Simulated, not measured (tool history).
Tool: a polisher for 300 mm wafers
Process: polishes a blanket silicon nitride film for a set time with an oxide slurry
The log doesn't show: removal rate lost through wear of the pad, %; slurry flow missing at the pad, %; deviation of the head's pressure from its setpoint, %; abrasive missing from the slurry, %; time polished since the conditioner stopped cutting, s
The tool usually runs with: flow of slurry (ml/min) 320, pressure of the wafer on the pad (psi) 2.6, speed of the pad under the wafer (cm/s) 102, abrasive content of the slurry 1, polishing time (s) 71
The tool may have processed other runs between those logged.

run,hour,flow of slurry (ml/min),pressure of the wafer on the pad (psi),speed of the pad under the wafer (cm/s),abrasive content of the slurry,polishing time (s),wafers since the last listed run,wafers polished on this pad,hours since the slurry nozzle was cleaned,hours since the head pressure was calibrated,hours since the slurry blender was calibrated,hours since the conditioning disc was replaced,"incoming thickness of the incoming film, nm",film removed (Å)
1,0,320,2.6,102,1,71,0,816,451.2,477.3,161.2,200.5,250.4,322
# hour 5.7: head pressure recalibrated
2,50.2,320,2.6,102,1,91,526,1342,501.4,44.5,211.4,250.7,248.2,469
3,102.3,320,2.6,102,1,91,568,1911,553.5,96.6,263.5,302.8,247.6,468
# hour 124.3: slurry blender recalibrated
4,142.1,320,2.6,102,1,71,412,2323,593.3,136.4,17.8,342.6,247.6,366
5,169.2,320,2.6,102,1,71,295,2619,620.4,163.5,44.9,369.7,245.6,360
# hour 177.2: slurry nozzle cleaned
# hour 181.1: worn pad replaced by a new one
6,211.7,320,2.6,102,1,71,410,333,34.5,206,87.4,412.2,246.4,363
# hour 224.2: conditioning disc replaced and pad reconditioned
7,276.4,320,2.6,102,1,63,684,1018,99.2,270.7,152.1,52.2,250.3,317
8,324.1,320,2.6,102,1,63,520,1539,146.9,318.4,199.8,99.9,252,311
9,394.8,320,2.6,102,0.85,71,771,2310,217.6,389.1,270.5,170.6,249.2,305
# hour 401.4: slurry blender recalibrated
# hour 422.7: worn pad replaced by a new one
10,454.3,320,2.6,102,0.85,71,584,345,277.1,448.6,52.9,230.1,249.5,295
# hour 462.2: head pressure recalibrated
11,522,320,2.6,102,1,71,717,1062,344.8,59.8,120.6,297.8,251.8,366
12,561,320,2.6,102,1,71,425,1488,383.8,98.8,159.6,336.8,253,357
13,616.3,320,2.9,132,1,71,603,2091,439.1,154.1,214.9,392.1,245.8,482
14,661.8,265,3,102,0.7,56,496,2588,484.6,199.6,260.4,437.6,251.5,247
# hour 678: slurry blender recalibrated
# hour 680.6: worn pad replaced by a new one
15,712.6,320,2.6,102,1,71,505,349,535.4,250.4,34.6,488.4,252.3,351
# hour 717.9: conditioning disc replaced and pad reconditioned
16,772.1,320,3.2,74,1.2,60,627,977,594.9,309.9,94.1,54.2,251.8,298
# hour 817.4: slurry nozzle cleaned
17,834.4,320,2.9,102,1,71,669,1646,17,372.2,156.4,116.5,249.4,371
18,861.6,320,2.2,102,1,46,296,1943,44.2,399.4,183.6,143.7,250.8,189
# hour 911.1: slurry blender recalibrated
19,911.6,320,2.6,102,1,71,523,2467,94.2,449.4,0.5,193.7,248.8,327
# hour 918.2: head pressure recalibrated
# hour 955.6: worn pad replaced by a new one
20,966.9,375,2.2,102,1.2,64,538,123,149.5,48.7,55.8,249,247.8,318
21,1037.5,320,2.6,102,0.75,71,770,893,220.1,119.3,126.4,319.6,253.5,304
22,1078.2,320,2.6,102,1,71,444,1338,260.8,160,167.1,360.3,252,361
23,1147.1,320,2.6,102,1,71,752,2090,329.7,228.9,236,429.2,248.3,352
# hour 1196.8: worn pad replaced by a new one
# hour 1198.8: slurry blender recalibrated
24,1217.8,320,2.6,102,1,71,706,207,400.4,299.6,19,499.9,246.7,342
# hour 1252.4: conditioning disc replaced and pad reconditioned
25,1265.4,405,1.8,102,1,71,497,705,448,347.2,66.6,13,250.3,257

Alternative continuations, all from the tool just after run 25; predict every row:
A,1265.8,320,2.6,102,1,94,4,709,448.4,347.6,67,13.4,246.9,?
B,1265.8,320,1.7,102,1,71,4,709,448.4,347.6,67,13.4,246.9,?
C,1265.8,320,2.6,70,1,71,4,709,448.4,347.6,67,13.4,246.9,?
D,1265.8,355,1.9,102,1.3,86,4,709,448.4,347.6,67,13.4,246.9,?

run,film removed (Å)
A,446
B,242
C,249
D,365
Had the tool no hidden state, the same runs would have come out as:
run,film removed (Å)
A,485
B,263
C,271
D,397
